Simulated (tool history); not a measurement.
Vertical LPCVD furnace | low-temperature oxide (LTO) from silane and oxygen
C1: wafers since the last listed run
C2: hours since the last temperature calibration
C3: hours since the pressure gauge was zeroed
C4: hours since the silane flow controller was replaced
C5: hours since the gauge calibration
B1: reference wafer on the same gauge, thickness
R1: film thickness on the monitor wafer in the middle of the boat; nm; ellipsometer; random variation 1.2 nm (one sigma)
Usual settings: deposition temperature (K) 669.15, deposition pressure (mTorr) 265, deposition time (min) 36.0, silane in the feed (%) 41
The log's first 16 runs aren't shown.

Run 17, hour 390.6: usual settings but deposition temperature (K) 661.15, deposition pressure (mTorr) 230, deposition time (min) 28.0, silane in the feed (%) 46; C1 69; C2 5.0; C3 144.2; C4 4633.8; C5 298.1; B1 469.11. Result: R1 285.06 nm.
At hour 423.4: silane flow controller replaced.
Run 18, hour 423.9: usual settings but deposition temperature (K) 678.15, deposition time (min) 26.0; C1 143; C2 38.3; C3 177.5; C4 0.5; C5 331.4; B1 469.10. Result: R1 333.66 nm.
Run 19, hour 440.7: usual settings; C1 259; C2 55.1; C3 194.3; C4 17.3; C5 348.2; B1 469.14. Result: R1 415.74 nm.
Run 20, hour 469.6: usual settings but deposition temperature (K) 677.15, deposition pressure (mTorr) 225, silane in the feed (%) 48; C1 447; C2 84.0; C3 223.2; C4 46.2; C5 377.1; B1 468.87. Result: R1 454.94 nm.
Run 21, hour 493.7: usual settings but deposition temperature (K) 661.15, deposition pressure (mTorr) 235, deposition time (min) 27.0, silane in the feed (%) 44; C1 372; C2 108.1; C3 247.3; C4 70.3; C5 401.2; B1 468.83. Result: R1 275.26 nm.
Run 22, hour 519.2: usual settings but deposition time (min) 50.0, silane in the feed (%) 49; C1 394; C2 133.6; C3 272.8; C4 95.8; C5 426.7; B1 468.92. Result: R1 697.80 nm.
Run 23, hour 540.2: usual settings but deposition temperature (K) 677.15, deposition time (min) 27.5; C1 324; C2 154.6; C3 293.8; C4 116.8; C5 447.7; B1 468.88. Result: R1 346.32 nm.
Run 24, hour 572.0: usual settings; C1 491; C2 186.4; C3 325.6; C4 148.6; C5 479.5; B1 468.99. Result: R1 415.92 nm.
Run 25, hour 598.7: usual settings but deposition pressure (mTorr) 225, deposition time (min) 30.5; C1 413; C2 213.1; C3 352.3; C4 175.3; C5 506.2; B1 469.10. Result: R1 299.62 nm.
Run 26, hour 621.8: usual settings but deposition temperature (K) 677.15, deposition time (min) 23.0; C1 357; C2 236.2; C3 375.4; C4 198.4; C5 529.3; B1 468.81. Result: R1 290.92 nm.

Forecast run 27:
Run 27, hour 652.0: usual settings but deposition time (min) 47.0; C1 467; C2 266.4; C3 405.6; C4 228.6; C5 559.5; B1 ?. Result: R1 ?.

{"run 27": {"B1": 468.93, "R1": 543.33}}
Without the tool's hidden state the same run would have given R1 545.64 nm.
